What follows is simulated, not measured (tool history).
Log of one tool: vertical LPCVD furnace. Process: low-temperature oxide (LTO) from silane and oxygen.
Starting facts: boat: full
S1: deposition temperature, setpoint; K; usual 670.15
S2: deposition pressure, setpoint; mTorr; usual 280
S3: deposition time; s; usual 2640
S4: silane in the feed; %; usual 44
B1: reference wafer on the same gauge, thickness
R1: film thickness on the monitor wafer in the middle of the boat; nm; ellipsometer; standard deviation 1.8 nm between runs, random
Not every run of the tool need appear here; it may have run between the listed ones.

run     day      S1   S2    S3  S4      B1      R1
  1       0  670.15  280  2640  37  646.21  468.01
  2   0.979  679.15  280  2640  44  645.63  635.92
  3   1.646  670.15  280  3150  44   646.2  688.04
  4   2.471  670.15  280  3150  44  645.33  690.41
  5   3.671  670.15  280  3150  44  646.04  687.32
  6   4.346  662.15  280  2640  46  646.82  553.72
  7   5.017  662.15  280  2640  46  646.01  553.65
  8   5.529  662.15  280  2640  46  645.32  554.02
  9   8.717  670.15  280  2640  44  646.88  576.62
 10   8.917  670.15  280  2640  44  646.21  581.19
 11   9.121  670.15  280  2640  48  646.84  632.97
 12  10.371  670.15  280  2640  48  646.31  632.36
 13  11.821  670.15  280  2640  48  646.12  632.82
 14  13.204  670.15  280  2640  44  645.92  581.48
 15  14.217  670.15  280  2640  48  645.72  634.34
 16  15.171  659.15  280  2640  50  644.77  583.21
 17  15.679  670.15  260  3540  44  646.99  723.55
 18   16.25  670.15  280  2640  44  646.31  580.41
 19  17.662  670.15  280  2640  44  646.25  581.73
 20  18.217  662.15  280  2640  44  645.86  533.67
 21  19.688  675.15  280  2640  44  645.24  617.09
 22  21.158  682.15  280  2250  39  645.53  464.99
 23  21.729  664.15  280  3090  44  645.85  599.04
 24  22.375  670.15  280  2640  44  646.43  548.76
 25  23.762  659.15  220  3060  47  646.23  472.12
 26  24.625  676.15  280  2640  44  645.37  588.67
 27  25.583  661.15  260  2640  38  645.64  387.64
 28  26.479  659.15  255  2070  50  644.88  394.44
 29  27.779  670.15  280  2640  44  645.82  549.75
 30  29.029  670.15  300  2640  44  645.87   588.1
 31  30.062  680.15  305  1680  40  646.51  379.79
 32  30.762  670.15  280  2640  44  644.87   548.8

Removed from this log: 4 entries logged between the listed runs. Between which two listed runs does each belong, and how does the tool's hidden state at the listed run before it compare with that at the listed run after it?
Between runs 8 and 9: silane flow controller replaced (day 7.792); thermocouples replaced and temperature profile calibrated (day 8.696)
  true pressure minus gauge reading, mTorr: 15.4 -> 15.9
  difference, measured minus the result without the unlogged condition, R1: +28.97 -> +30.92 nm
Between runs 12 and 13: gauge calibrated (day 10.771)
  true pressure minus gauge reading, mTorr: 16.1 -> 16.3
  difference, measured minus the result without the unlogged condition, R1: +34.33 -> +34.74 nm
Between runs 21 and 22: pressure gauge zeroed (day 21.004)
  true pressure minus gauge reading, mTorr: 17.3 -> -0.413
  difference, measured minus the result without the unlogged condition, R1: +35.87 -> -0.69 nm
